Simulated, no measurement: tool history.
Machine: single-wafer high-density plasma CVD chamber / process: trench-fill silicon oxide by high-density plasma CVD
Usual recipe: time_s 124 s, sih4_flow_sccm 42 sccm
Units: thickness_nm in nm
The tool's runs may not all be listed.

run,hour,time_s,sih4_flow_sccm,"read-back reference wafer on the same gauge, thickness_nm",thickness_nm
1,0.0,124,42,523.037,522.649
2,50.1,124,47,522.637,553.457
3,110.8,124,47,522.576,554.305
4,161.0,124,42,522.652,522.704
5,211.2,124,42,521.657,518.752
6,248.3,124,42,521.013,519.471
7,277.9,124,38,521.825,490.963
8,336.7,124,42,520.848,518.782
9,383.8,124,42,520.582,519.138
10,441.4,124,42,520.479,519.677
11,499.9,124,42,520.414,517.906
12,570.2,124,42,519.424,517.112
13,599.2,124,42,519.418,518.207
14,633.8,124,42,519.140,516.472
15,672.1,124,42,519.183,519.821
16,719.3,141,48,518.238,630.590
17,770.0,141,48,518.184,634.468
18,817.4,124,42,517.737,515.168
19,868.9,124,42,523.979,521.960
20,920.1,124,42,523.598,521.675
21,983.5,124,42,523.749,522.768
22,1044.5,114,42,523.408,478.558
23,1070.6,124,42,523.905,521.876
24,1257.7,149,36,523.302,576.398
25,1287.0,124,42,523.537,522.118
26,1311.2,102,42,523.119,427.595
27,1360.9,124,42,523.081,522.983
28,1422.2,107,44,522.914,462.010
29,1482.3,124,42,523.028,521.855
30,1541.0,124,42,522.220,521.207
31,1581.5,141,49,522.150,648.549
32,1652.9,124,42,522.310,518.134
33,1719.7,148,34,522.195,555.128
34,1772.5,106,46,521.524,467.623
35,1835.4,106,47,521.124,471.577
36,1889.9,124,42,521.051,517.870
37,1925.3,124,42,520.500,519.856
38,1996.4,145,34,520.736,542.489
39,2046.3,142,42,519.972,591.820
40,2111.9,99,48,519.306,447.846
41,2144.5,103,34,519.628,383.940
42,2183.9,124,42,519.080,516.822
43,2234.3,124,42,519.219,518.833
44,2258.6,124,39,518.350,497.501
45,2294.4,134,39,518.397,539.316
46,2345.7,106,42,518.154,441.628

Not shown: 2 entries that the log had between the listed runs. Between which runs, and how does the tool's hidden state differ before and after?
Runs 18 to 19: gauge calibrated (hour 859.5)
  gauge reads high (%): -1.18 -> -0.0571
  difference, measured minus the result without the unlogged condition, thickness_nm: -6.174 -> -0.299 nm
Runs 22 to 23: silane flow controller replaced (hour 1060.5)
  gauge reads high (%): -0.074 -> -0.0792
  difference, measured minus the result without the unlogged condition, thickness_nm: -0.354 -> -0.414 nm
